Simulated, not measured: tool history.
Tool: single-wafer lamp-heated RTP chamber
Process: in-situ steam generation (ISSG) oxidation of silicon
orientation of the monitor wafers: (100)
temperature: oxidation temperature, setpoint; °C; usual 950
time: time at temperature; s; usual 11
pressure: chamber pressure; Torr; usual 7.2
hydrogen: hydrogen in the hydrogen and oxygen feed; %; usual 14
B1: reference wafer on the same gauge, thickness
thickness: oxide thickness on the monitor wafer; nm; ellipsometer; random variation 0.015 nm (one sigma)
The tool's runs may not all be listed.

run 1 day=0.000 | temperature=950 time=11 pressure=7.2 hydrogen=14 | B1=2.992 | thickness=3.176
run 2 day=4.296 | temperature=950 time=9 pressure=7.2 hydrogen=14 | B1=2.987 | thickness=2.976
-- day=7.654 pyrometer window cleaned and pyrometer calibrated
run 3 day=7.700 | temperature=950 time=11 pressure=8.4 hydrogen=19 | B1=2.996 | thickness=3.358
run 4 day=10.354 | temperature=950 time=11 pressure=7.2 hydrogen=19 | B1=2.991 | thickness=3.367
run 5 day=13.125 | temperature=950 time=11 pressure=7.2 hydrogen=14 | B1=2.980 | thickness=3.137
run 6 day=15.412 | temperature=950 time=10 pressure=7.2 hydrogen=14 | B1=2.989 | thickness=3.015
run 7 day=18.804 | temperature=950 time=11 pressure=7.2 hydrogen=14 | B1=2.989 | thickness=3.134
run 8 day=20.667 | temperature=950 time=11 pressure=7.2 hydrogen=14 | B1=2.990 | thickness=3.174
run 9 day=24.604 | temperature=950 time=11 pressure=7.2 hydrogen=14 | B1=2.994 | thickness=3.160
run 10 day=28.346 | temperature=950 time=11 pressure=7.2 hydrogen=22 | B1=2.994 | thickness=3.554
-- day=29.471 pyrometer window cleaned and pyrometer calibrated
-- day=29.488 hydrogen flow controller replaced
run 11 day=31.921 | temperature=950 time=11 pressure=7.2 hydrogen=14 | B1=2.986 | thickness=3.118
run 12 day=33.729 | temperature=950 time=11 pressure=7.2 hydrogen=14 | B1=2.991 | thickness=3.131
run 13 day=35.758 | temperature=950 time=11 pressure=7.2 hydrogen=14 | B1=2.993 | thickness=3.143
run 14 day=37.342 | temperature=950 time=11 pressure=7.2 hydrogen=14 | B1=2.990 | thickness=3.146
run 15 day=38.883 | temperature=950 time=11 pressure=7.2 hydrogen=14 | B1=2.996 | thickness=3.121
run 16 day=42.933 | temperature=950 time=11 pressure=6.9 hydrogen=14 | B1=2.991 | thickness=3.148
run 17 day=45.925 | temperature=950 time=11 pressure=7.2 hydrogen=14 | B1=2.995 | thickness=3.148
-- day=47.796 pyrometer window cleaned and pyrometer calibrated
-- day=48.412 gauge calibrated
run 18 day=48.588 | temperature=950 time=14 pressure=7.2 hydrogen=24 | B1=2.995 | thickness=3.937

Forecast run 19:
run 19 day=50.558 | temperature=950 time=11 pressure=7.2 hydrogen=14 | B1=? | thickness=?

Run 19 gave B1 2.987, thickness 3.123 nm.
Without the tool's hidden state the same run would have given thickness 3.120 nm.
